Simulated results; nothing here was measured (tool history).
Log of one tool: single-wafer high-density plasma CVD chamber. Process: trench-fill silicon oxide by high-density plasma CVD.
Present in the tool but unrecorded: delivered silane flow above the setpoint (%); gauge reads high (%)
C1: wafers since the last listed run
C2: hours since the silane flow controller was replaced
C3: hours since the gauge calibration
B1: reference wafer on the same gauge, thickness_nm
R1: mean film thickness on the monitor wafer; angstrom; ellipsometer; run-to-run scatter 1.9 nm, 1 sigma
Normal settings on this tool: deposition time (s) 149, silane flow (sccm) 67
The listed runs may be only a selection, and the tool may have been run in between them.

{"run": 1, "day": 0.0, "deposition time (s)": 149, "silane flow (sccm)": 67, "C1": 0, "C2": 3679.4, "C3": 408.1, "B1": 815.112, "R1": 9162.91}
{"run": 2, "day": 0.975, "deposition time (s)": 149, "silane flow (sccm)": 67, "C1": 252, "C2": 3702.8, "C3": 431.5, "B1": 814.574, "R1": 9176.22}
{"run": 3, "day": 2.188, "deposition time (s)": 149, "silane flow (sccm)": 67, "C1": 313, "C2": 3731.9, "C3": 460.6, "B1": 814.575, "R1": 9169.09}
{"run": 4, "day": 3.662, "deposition time (s)": 149, "silane flow (sccm)": 67, "C1": 381, "C2": 3767.3, "C3": 496.0, "B1": 815.299, "R1": 9159.59}
{"run": 5, "day": 4.608, "deposition time (s)": 149, "silane flow (sccm)": 67, "C1": 244, "C2": 3790.0, "C3": 518.7, "B1": 814.626, "R1": 9154.54}
{"run": 6, "day": 5.362, "deposition time (s)": 135, "silane flow (sccm)": 67, "C1": 195, "C2": 3808.1, "C3": 536.8, "B1": 814.931, "R1": 8280.24}
{"run": 7, "day": 6.704, "deposition time (s)": 135, "silane flow (sccm)": 67, "C1": 347, "C2": 3840.3, "C3": 569.0, "B1": 814.761, "R1": 8290.59}
{"run": 8, "day": 8.042, "deposition time (s)": 149, "silane flow (sccm)": 67, "C1": 346, "C2": 3872.4, "C3": 601.1, "B1": 815.15, "R1": 9119.98}
{"run": 9, "day": 9.042, "deposition time (s)": 159, "silane flow (sccm)": 74, "C1": 258, "C2": 3896.4, "C3": 625.1, "B1": 815.197, "R1": 10666.6}
{"run": 10, "day": 10.158, "deposition time (s)": 155, "silane flow (sccm)": 67, "C1": 289, "C2": 3923.2, "C3": 651.9, "B1": 814.591, "R1": 9528.36}
{"run": 11, "day": 10.671, "deposition time (s)": 155, "silane flow (sccm)": 67, "C1": 132, "C2": 3935.5, "C3": 664.2, "B1": 815.097, "R1": 9485.89}
{"day": 11.908, "done": "gauge calibrated"}
{"run": 12, "day": 12.075, "deposition time (s)": 155, "silane flow (sccm)": 67, "C1": 363, "C2": 3969.2, "C3": 4.0, "B1": 815.098, "R1": 9544.82}
{"run": 13, "day": 12.854, "deposition time (s)": 149, "silane flow (sccm)": 67, "C1": 201, "C2": 3987.9, "C3": 22.7, "B1": 814.939, "R1": 9129.2}
{"day": 14.179, "done": "silane flow controller replaced"}
{"run": 14, "day": 14.2, "deposition time (s)": 149, "silane flow (sccm)": 67, "C1": 262, "C2": 0.5, "C3": 55.0, "B1": 815.072, "R1": 9605.84}
{"run": 15, "day": 15.271, "deposition time (s)": 149, "silane flow (sccm)": 67, "C1": 277, "C2": 26.2, "C3": 80.7, "B1": 815.007, "R1": 9612.83}
{"run": 16, "day": 16.208, "deposition time (s)": 149, "silane flow (sccm)": 67, "C1": 242, "C2": 48.7, "C3": 103.2, "B1": 814.801, "R1": 9581.85}
{"run": 17, "day": 17.254, "deposition time (s)": 149, "silane flow (sccm)": 67, "C1": 270, "C2": 73.8, "C3": 128.3, "B1": 814.825, "R1": 9593.4}
{"run": 18, "day": 17.95, "deposition time (s)": 149, "silane flow (sccm)": 67, "C1": 180, "C2": 90.5, "C3": 145.0, "B1": 814.983, "R1": 9571.54}
{"run": 19, "day": 18.779, "deposition time (s)": 149, "silane flow (sccm)": 67, "C1": 214, "C2": 110.4, "C3": 164.9, "B1": 815.04, "R1": 9549.88}
{"run": 20, "day": 19.967, "deposition time (s)": 128, "silane flow (sccm)": 63, "C1": 307, "C2": 138.9, "C3": 193.4, "B1": 815.11, "R1": 7775.13}
{"run": 21, "day": 20.992, "deposition time (s)": 157, "silane flow (sccm)": 67, "C1": 265, "C2": 163.5, "C3": 218.0, "B1": 814.993, "R1": 10051.73}
{"run": 22, "day": 21.679, "deposition time (s)": 149, "silane flow (sccm)": 67, "C1": 177, "C2": 180.0, "C3": 234.5, "B1": 814.868, "R1": 9533.99}
{"run": 23, "day": 22.654, "deposition time (s)": 149, "silane flow (sccm)": 67, "C1": 252, "C2": 203.4, "C3": 257.9, "B1": 815.222, "R1": 9532.28}
{"run": 24, "day": 23.454, "deposition time (s)": 125, "silane flow (sccm)": 63, "C1": 207, "C2": 222.6, "C3": 277.1, "B1": 815.045, "R1": 7584.11}
{"run": 25, "day": 24.6, "deposition time (s)": 135, "silane flow (sccm)": 67, "C1": 296, "C2": 250.1, "C3": 304.6, "B1": 815.46, "R1": 8623.9}
{"run": 26, "day": 25.192, "deposition time (s)": 126, "silane flow (sccm)": 72, "C1": 153, "C2": 264.3, "C3": 318.8, "B1": 815.136, "R1": 8593.18}
{"run": 27, "day": 26.196, "deposition time (s)": 178, "silane flow (sccm)": 75, "C1": 259, "C2": 288.4, "C3": 342.9, "B1": 814.711, "R1": 12579.01}
{"run": 28, "day": 27.079, "deposition time (s)": 168, "silane flow (sccm)": 79, "C1": 228, "C2": 309.6, "C3": 364.1, "B1": 815.032, "R1": 12436.78}
{"run": 29, "day": 28.454, "deposition time (s)": 174, "silane flow (sccm)": 67, "C1": 355, "C2": 342.6, "C3": 397.1, "B1": 815.142, "R1": 11087.33}
{"run": 30, "day": 29.817, "deposition time (s)": 149, "silane flow (sccm)": 67, "C1": 352, "C2": 375.3, "C3": 429.8, "B1": 814.831, "R1": 9477.92}
{"run": 31, "day": 31.129, "deposition time (s)": 128, "silane flow (sccm)": 67, "C1": 339, "C2": 406.8, "C3": 461.3, "B1": 814.742, "R1": 8114.06}
{"run": 32, "day": 32.283, "deposition time (s)": 130, "silane flow (sccm)": 62, "C1": 298, "C2": 434.5, "C3": 489.0, "B1": 814.568, "R1": 7730.93}
{"run": 33, "day": 33.012, "deposition time (s)": 149, "silane flow (sccm)": 55, "C1": 188, "C2": 452.0, "C3": 506.5, "B1": 814.721, "R1": 7943.44}
{"run": 34, "day": 33.908, "deposition time (s)": 149, "silane flow (sccm)": 67, "C1": 231, "C2": 473.5, "C3": 528.0, "B1": 815.355, "R1": 9447.95}

Describe how what the log doesn't record of the tool's condition differs between the last listed run preceding each entry between runs and the first listed run following it.
Run 11 -> run 12: gauge calibrated (day 11.908)
  delivered silane flow above the setpoint (%): -5.48 -> -5.49
  measured value less the no-hidden-state value, R1: -484.82 -> -488.83 angstrom
Run 13 -> run 14: silane flow controller replaced (day 14.179)
  delivered silane flow above the setpoint (%): -5.5 -> -0.222
  measured value less the no-hidden-state value, R1: -468.07 -> -18.94 angstrom

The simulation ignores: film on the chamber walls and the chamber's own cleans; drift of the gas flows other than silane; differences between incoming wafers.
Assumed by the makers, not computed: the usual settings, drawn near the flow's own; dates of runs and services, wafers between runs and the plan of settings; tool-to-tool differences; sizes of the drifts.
